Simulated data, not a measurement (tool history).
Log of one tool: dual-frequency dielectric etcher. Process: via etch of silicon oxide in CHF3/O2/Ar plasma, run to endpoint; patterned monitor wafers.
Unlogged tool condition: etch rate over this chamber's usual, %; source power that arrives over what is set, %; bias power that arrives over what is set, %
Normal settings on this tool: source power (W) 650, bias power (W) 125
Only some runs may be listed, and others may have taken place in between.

run	day	source power (W)	bias power (W)	wafers since the last listed run	hours since the last wet clean	hours since the last source power generator calibration	hours since the last bias power generator calibration	hours since the last upper electrode change	incoming incoming film thickness, nm	endpoint time (s)
1	0.000	650	125	0	472.9	3188.3	3171.2	4479.7	539.0	282.2
2	0.729	650	125	107	490.4	3205.8	3188.7	4497.2	542.1	281.9
3	1.454	650	125	107	507.8	3223.2	3206.1	4514.6	536.8	280.2
4	1.721	690	125	39	514.2	3229.6	3212.5	4521.0	538.4	276.8
5	2.383	690	125	98	530.1	3245.5	3228.4	4536.9	540.5	276.3
6	2.746	650	125	53	538.8	3254.2	3237.1	4545.6	543.4	285.1
7	3.333	650	125	86	552.9	3268.3	3251.2	4559.7	537.2	283.4
8	3.992	650	125	97	568.7	3284.1	3267.0	4575.5	540.2	281.9
9	4.725	650	125	108	586.3	3301.7	3284.6	4593.1	540.7	279.3
# day 5.775: wet clean of the chamber
# day 5.942: source power generator calibrated
# day 6.233: upper electrode replaced
10	6.254	650	125	10	11.5	7.5	3321.3	0.5	538.5	297.0
11	6.271	650	125	2	11.9	7.9	3321.7	0.9	537.9	294.2
12	6.288	650	125	2	12.3	8.3	3322.1	1.3	537.2	293.2
13	6.546	750	133	38	18.5	14.5	3328.3	7.5	539.7	277.2
# day 6.925: bias power generator calibrated
14	6.967	750	133	37	28.6	24.6	1.0	17.6	540.5	276.3
15	7.412	560	151	65	39.3	35.3	11.7	28.3	534.9	300.4
16	8.083	650	125	99	55.4	51.4	27.8	44.4	536.7	288.8
17	8.412	590	155	48	63.3	59.3	35.7	52.3	540.1	295.8
18	8.692	580	136	41	70.0	66.0	42.4	59.0	536.9	299.8
19	10.779	500	112	308	120.1	116.1	92.5	109.1	536.8	326.9
20	12.158	650	125	204	153.2	149.2	125.6	142.2	544.6	294.2
21	12.708	650	140	81	166.4	162.4	138.8	155.4	541.1	288.9
22	13.008	650	97	44	173.6	169.6	146.0	162.6	545.1	306.9
23	13.354	720	114	51	181.9	177.9	154.3	170.9	540.7	285.4
24	13.633	600	98	41	188.6	184.6	161.0	177.6	533.9	307.2
25	14.025	560	151	57	198.0	194.0	170.4	187.0	531.9	296.0
26	14.421	650	125	58	207.5	203.5	179.9	196.5	541.5	294.2
27	15.083	770	109	98	223.4	219.4	195.8	212.4	540.3	278.8
28	15.812	500	98	107	240.9	236.9	213.3	229.9	537.2	336.8
29	16.525	650	125	105	258.0	254.0	230.4	247.0	537.0	289.2

Forecast each of these 4 alternatives for the next run:
A	16.546	650	125	3	258.5	254.5	230.9	247.5	539.4	?
B	16.546	720	113	3	258.5	254.5	230.9	247.5	539.4	?
C	16.546	700	108	3	258.5	254.5	230.9	247.5	539.4	?
D	16.546	650	115	3	258.5	254.5	230.9	247.5	539.4	?

run	endpoint time (s)
A	288.3
B	281.8
C	287.2
D	292.6
The same runs, with their run-to-run variation unchanged, on a tool lacking any hidden condition would have given:
run	endpoint time (s)
A	295.7
B	289.0
C	294.5
D	300.1
